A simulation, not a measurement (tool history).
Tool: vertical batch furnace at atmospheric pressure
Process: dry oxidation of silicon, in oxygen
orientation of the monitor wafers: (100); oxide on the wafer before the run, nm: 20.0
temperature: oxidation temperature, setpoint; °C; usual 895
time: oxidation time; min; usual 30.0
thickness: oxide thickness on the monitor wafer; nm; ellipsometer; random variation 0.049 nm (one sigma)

run    hour  temperature  time  wafers since the last listed run  hours since the last temperature calibration  hours since the boat lift was adjusted  hours since the gauge calibration  read-back reference wafer on the same gauge, thickness  thickness
  1     0.0          895  30.0                                 0                                        2375.1                                  2050.6                              919.0                                                   25.60      24.22
  2    74.4          895  30.0                              1626                                        2449.5                                  2125.0                              993.4                                                   25.61      24.20
  3   130.0          895  30.0                              1215                                        2505.1                                  2180.6                             1049.0                                                   25.60      24.15
  4   194.9          902  30.0                              1419                                        2570.0                                  2245.5                             1113.9                                                   25.60      24.67
  5   262.3          902  30.0                              1473                                        2637.4                                  2312.9                             1181.3                                                   25.59      24.68
      312.2  -- gauge calibrated
  6   335.5          895  30.0                              1600                                        2710.6                                  2386.1                               23.3                                                   25.61      24.11
  7   611.4          895  30.0                              6032                                        2986.5                                  2662.0                              299.2                                                   25.61      24.14
  8   669.2          895  30.0                              1263                                        3044.3                                  2719.8                              357.0                                                   25.59      24.16
  9   808.8          895  30.0                              3052                                        3183.9                                  2859.4                              496.6                                                   25.62      24.04
 10   863.3          895  30.0                              1191                                        3238.4                                  2913.9                              551.1                                                   25.60      24.06
 11   953.3          895  30.0                              1967                                        3328.4                                  3003.9                              641.1                                                   25.60      24.15
 12  1013.2          895  30.0                              1309                                        3388.3                                  3063.8                              701.0                                                   25.60      24.07
 13  1083.1          880  25.5                              1528                                        3458.2                                  3133.7                              770.9                                                   25.59      22.67
     1355.1  -- thermocouples replaced and temperature profile calibrated
 14  1355.6          910  41.5                              5433                                           0.5                                  3406.2                             1043.4                                                   25.59      27.30
 15  1421.7          895  30.0                              1445                                          66.6                                  3472.3                             1109.5                                                   25.61      24.09
     1625.4  -- boat lift adjusted
 16  1625.9          895  30.0                              3940                                         270.8                                     0.5                             1313.7                                                   25.60      24.24
     1647.4  -- gauge calibrated
 17  1717.3          904  19.0                              1998                                         362.2                                    91.9                               69.9                                                   25.61      22.98
 18  1811.7          895  25.5                              2064                                         456.6                                   186.3                              164.3                                                   25.60      23.56
 19  1859.2          895  30.0                              1038                                         504.1                                   233.8                              211.8                                                   25.60      24.23
 20  1918.0          895  43.5                              1285                                         562.9                                   292.6                              270.6                                                   25.60      26.37
 21  2023.1          895  30.0                              2297                                         668.0                                   397.7                              375.7                                                   25.60      24.30
 22  2094.5          895  23.5                              1561                                         739.4                                   469.1                              447.1                                                   25.60      23.28
 23  2150.1          914  30.0                              1215                                         795.0                                   524.7                              502.7                                                   25.60      25.85
 24  2257.7          907  17.0                              2352                                         902.6                                   632.3                              610.3                                                   25.59      22.75
 25  2357.7          888  44.5                              2186                                        1002.6                                   732.3                              710.3                                                   25.60      25.81

Hidden state or all else? Some run-to-run changes of thickness, split into what the settings, what came in and random variation would give without the hidden state, and what is left for the hidden state (with any gauge scatter that isn't in both results):
The hidden state here: true tube temperature minus thermocouple reading, K; monitor wafer colder than the profiled boat position, K; gauge reads high (%).
Run 13 -> 14: temperature 880 -> 910, time 25.5 -> 41.5, thermocouples replaced and temperature profile calibrated. thickness +4.63 nm: hidden state -0.27, all else +4.90.
Run 14 -> 15: temperature 910 -> 895, time 41.5 -> 30.0. thickness -3.21 nm: hidden state +0.17, all else -3.38.
Run 15 -> 16: boat lift adjusted. thickness +0.15 nm: hidden state +0.27, all else -0.12.
